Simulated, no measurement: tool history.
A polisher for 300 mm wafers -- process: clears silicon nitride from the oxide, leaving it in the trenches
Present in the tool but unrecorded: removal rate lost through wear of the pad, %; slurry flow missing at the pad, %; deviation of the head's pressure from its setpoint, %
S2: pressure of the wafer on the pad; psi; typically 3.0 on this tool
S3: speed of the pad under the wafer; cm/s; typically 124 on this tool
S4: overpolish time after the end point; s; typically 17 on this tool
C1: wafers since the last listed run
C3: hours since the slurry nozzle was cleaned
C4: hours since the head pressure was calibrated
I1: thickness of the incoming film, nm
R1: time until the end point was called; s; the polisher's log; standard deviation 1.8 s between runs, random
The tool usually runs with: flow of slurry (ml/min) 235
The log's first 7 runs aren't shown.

Run 8, hour 369.7: usual settings but S3 152 cm/s, S4 13 s; C1 389; wafers polished on this pad 1181; C3 236.6; C4 763.9; I1 162.4. Result: R1 130.7 s.
Run 9, hour 396.9: usual settings but S2 2.7 psi, S3 140 cm/s; C1 153; wafers polished on this pad 1335; C3 263.8; C4 791.1; I1 162.9. Result: R1 153.5 s.
Run 10, hour 429.5: usual settings but S2 2.7 psi, S3 140 cm/s; C1 184; wafers polished on this pad 1520; C3 296.4; C4 823.7; I1 167.1. Result: R1 159.5 s.
Run 11, hour 500.0: usual settings but flow of slurry (ml/min) 205; C1 399; wafers polished on this pad 1919; C3 366.9; C4 894.2; I1 165.8. Result: R1 160.0 s.
Run 12, hour 559.1: usual settings but flow of slurry (ml/min) 205; C1 334; wafers polished on this pad 2254; C3 426.0; C4 953.3; I1 166.3. Result: R1 159.2 s.
At hour 577.7: slurry nozzle cleaned.
At hour 586.7: worn pad replaced by a new one.
Run 13, hour 587.1: usual settings but flow of slurry (ml/min) 205; C1 130; wafers polished on this pad 2; C3 9.4; C4 981.3; I1 164.8. Result: R1 144.5 s.
Run 14, hour 620.4: usual settings; C1 188; wafers polished on this pad 190; C3 42.7; C4 1014.6; I1 165.9. Result: R1 144.3 s.
Run 15, hour 654.1: usual settings; C1 190; wafers polished on this pad 381; C3 76.4; C4 1048.3; I1 163.8. Result: R1 143.8 s.
Run 16, hour 693.1: usual settings but flow of slurry (ml/min) 260, S4 24 s; C1 220; wafers polished on this pad 602; C3 115.4; C4 1087.3; I1 164.3. Result: R1 143.6 s.
At hour 708.0: head pressure recalibrated.
Run 17, hour 719.9: usual settings but flow of slurry (ml/min) 290, S2 2.5 psi, S3 162 cm/s, S4 10 s; C1 140; wafers polished on this pad 742; C3 142.2; C4 11.9; I1 164.4. Result: R1 150.7 s.
Run 18, hour 747.0: usual settings but flow of slurry (ml/min) 310; C1 153; wafers polished on this pad 896; C3 169.3; C4 39.0; I1 165.5. Result: R1 154.7 s.
Run 19, hour 817.3: usual settings but flow of slurry (ml/min) 210, S2 3.7 psi, S3 148 cm/s, S4 21 s; C1 397; wafers polished on this pad 1293; C3 239.6; C4 109.3; I1 166.7. Result: R1 115.4 s.
Run 20, hour 845.8: usual settings but flow of slurry (ml/min) 200, S2 2.2 psi, S3 144 cm/s, S4 25 s; C1 161; wafers polished on this pad 1455; C3 268.1; C4 137.8; I1 164.0. Result: R1 199.8 s.
Run 21, hour 907.0: usual settings but flow of slurry (ml/min) 170; C1 346; wafers polished on this pad 1801; C3 329.3; C4 199.0; I1 167.4. Result: R1 166.5 s.
Run 22, hour 936.5: usual settings; C1 166; wafers polished on this pad 1968; C3 358.8; C4 228.5; I1 164.5. Result: R1 159.4 s.
At hour 953.1: slurry nozzle cleaned.
Run 23, hour 975.4: usual settings but flow of slurry (ml/min) 190, S3 90 cm/s; C1 214; wafers polished on this pad 2183; C3 22.3; C4 267.4; I1 167.4. Result: R1 193.7 s.
Run 24, hour 1022.2: usual settings but flow of slurry (ml/min) 295, S2 3.5 psi, S3 160 cm/s, S4 13 s; C1 264; wafers polished on this pad 2448; C3 69.1; C4 314.2; I1 166.4. Result: R1 114.7 s.
At hour 1026.4: worn pad replaced by a new one.
Run 25, hour 1069.2: usual settings but flow of slurry (ml/min) 265, S2 2.7 psi, S3 160 cm/s, S4 11 s; C1 243; wafers polished on this pad 242; C3 116.1; C4 361.2; I1 163.6. Result: R1 133.8 s.
Run 26, hour 1094.2: usual settings but flow of slurry (ml/min) 260, S3 82 cm/s, S4 22 s; C1 141; wafers polished on this pad 383; C3 141.1; C4 386.2; I1 165.5. Result: R1 183.6 s.
Run 27, hour 1135.5: usual settings but S3 104 cm/s, S4 7 s; C1 233; wafers polished on this pad 617; C3 182.4; C4 427.5; I1 165.3. Result: R1 164.6 s.
Run 28, hour 1162.2: usual settings but S2 2.7 psi; C1 151; wafers polished on this pad 768; C3 209.1; C4 454.2; I1 164.7. Result: R1 162.8 s.
Run 29, hour 1189.2: usual settings but flow of slurry (ml/min) 215, S3 98 cm/s; C1 152; wafers polished on this pad 921; C3 236.1; C4 481.2; I1 163.5. Result: R1 175.5 s.

Run 30, settings as shown, results not yet in. Your forecast:
Run 30, hour 1254.7: usual settings; C1 370; wafers polished on this pad 1292; C3 301.6; C4 546.7; I1 164.0. Result: R1 ?.

Run 30 produced R1 149.4 s.
If the tool had no hidden condition, the same run with the same run-to-run variation would have returned R1 149.7 s.
